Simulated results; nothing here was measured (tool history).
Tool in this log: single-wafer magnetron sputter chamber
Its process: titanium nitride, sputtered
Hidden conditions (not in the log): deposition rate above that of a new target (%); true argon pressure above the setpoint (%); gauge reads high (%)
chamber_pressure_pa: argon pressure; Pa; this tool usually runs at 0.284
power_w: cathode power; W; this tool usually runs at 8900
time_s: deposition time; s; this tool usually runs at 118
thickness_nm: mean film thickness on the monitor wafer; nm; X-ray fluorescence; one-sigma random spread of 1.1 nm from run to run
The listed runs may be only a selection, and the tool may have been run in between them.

run    hour  chamber_pressure_pa  power_w  time_s  wafers since the last listed run  wafers on the sputter target  hours since the last manometer calibration  hours since the magnet pack was replaced  hours since the gauge calibration  read-back reference wafer on the same gauge, thickness_nm  thickness_nm
  1       0                0.284     8900     118                                 0                          6797                                       857.7                                    9825.6                              463.6                                                    188.048           194
  2    40.6                0.284     8900     118                               344                          7141                                       898.3                                    9866.2                              504.2                                                    187.782       193.507
  3    69.8                0.284     7650     118                               247                          7389                                       927.5                                    9895.4                              533.4                                                    187.979       170.005
  4    94.5                0.284     7650     118                               209                          7598                                       952.2                                    9920.1                              558.1                                                    188.107       172.983
      108.7  -- sputter target and shields replaced
  5   140.5                0.284     8900     118                               322                           269                                       998.2                                    9966.1                              604.1                                                    187.833       194.866
  6     189                0.284     8900     118                               411                           680                                      1046.7                                   10014.6                              652.6                                                    188.112       194.444
  7   228.2                0.356     8900     118                               332                          1012                                      1085.9                                   10053.8                              691.8                                                    187.887       189.896
  8   287.9                0.356     8900     118                               506                          1518                                      1145.6                                   10113.5                              751.5                                                     188.11        188.51
  9   328.2                0.356     8900     118                               341                          1860                                      1185.9                                   10153.8                              791.8                                                    188.147       190.068
 10   381.3                0.284     8900     118                               450                          2310                                        1239                                   10206.9                              844.9                                                    188.137       194.185
 11   449.3                0.284     8900     118                               576                          2886                                        1307                                   10274.9                              912.9                                                    187.933        194.13
 12   511.3                0.284     9600     130                               525                          3412                                        1369                                   10336.9                              974.9                                                    187.915       226.429
 13   557.2                0.284     9600     130                               389                          3801                                      1414.9                                   10382.8                             1020.8                                                    187.922       226.233
 14   678.1                0.284     8900     127                              1024                          4826                                      1535.8                                   10503.7                             1141.7                                                    187.988       209.736
 15   716.5                0.284     8900     138                               325                          5152                                      1574.2                                   10542.1                             1180.1                                                    188.114       225.675
      740.8  -- magnet pack replaced
 16   776.7                 0.25     7600     118                               442                          5594                                      1634.4                                      35.9                             1240.3                                                    188.021       171.849
        777  -- gauge calibrated
      904.3  -- capacitance manometer re-zeroed and calibrated
 17   975.3                0.284     8900     127                              1615                          7210                                          71                                     234.5                              198.3                                                    188.085       210.035
 18  1034.6                0.379     8900     108                               502                          7712                                       130.3                                     293.8                              257.6                                                     188.08       173.108
     1067.6  -- sputter target and shields replaced
 19  1068.1                0.255     7900     127                               216                             4                                       163.8                                     327.3                              291.1                                                     188.02       191.558
 20  1115.6                0.284     7200     101                               402                           406                                       211.3                                     374.8                              338.6                                                    187.859       141.547

Forecast run 21:
 21  1181                0.284     7650     118                               554                           961                                       276.7                                     440.2                                404                                                          ?             ?

{"run 21": {"read-back reference wafer on the same gauge, thickness_nm": 187.977, "thickness_nm": 173.444}}
Were there no unlogged condition in the tool, this run, its random variation unchanged, would have produced thickness_nm 173.444 nm.

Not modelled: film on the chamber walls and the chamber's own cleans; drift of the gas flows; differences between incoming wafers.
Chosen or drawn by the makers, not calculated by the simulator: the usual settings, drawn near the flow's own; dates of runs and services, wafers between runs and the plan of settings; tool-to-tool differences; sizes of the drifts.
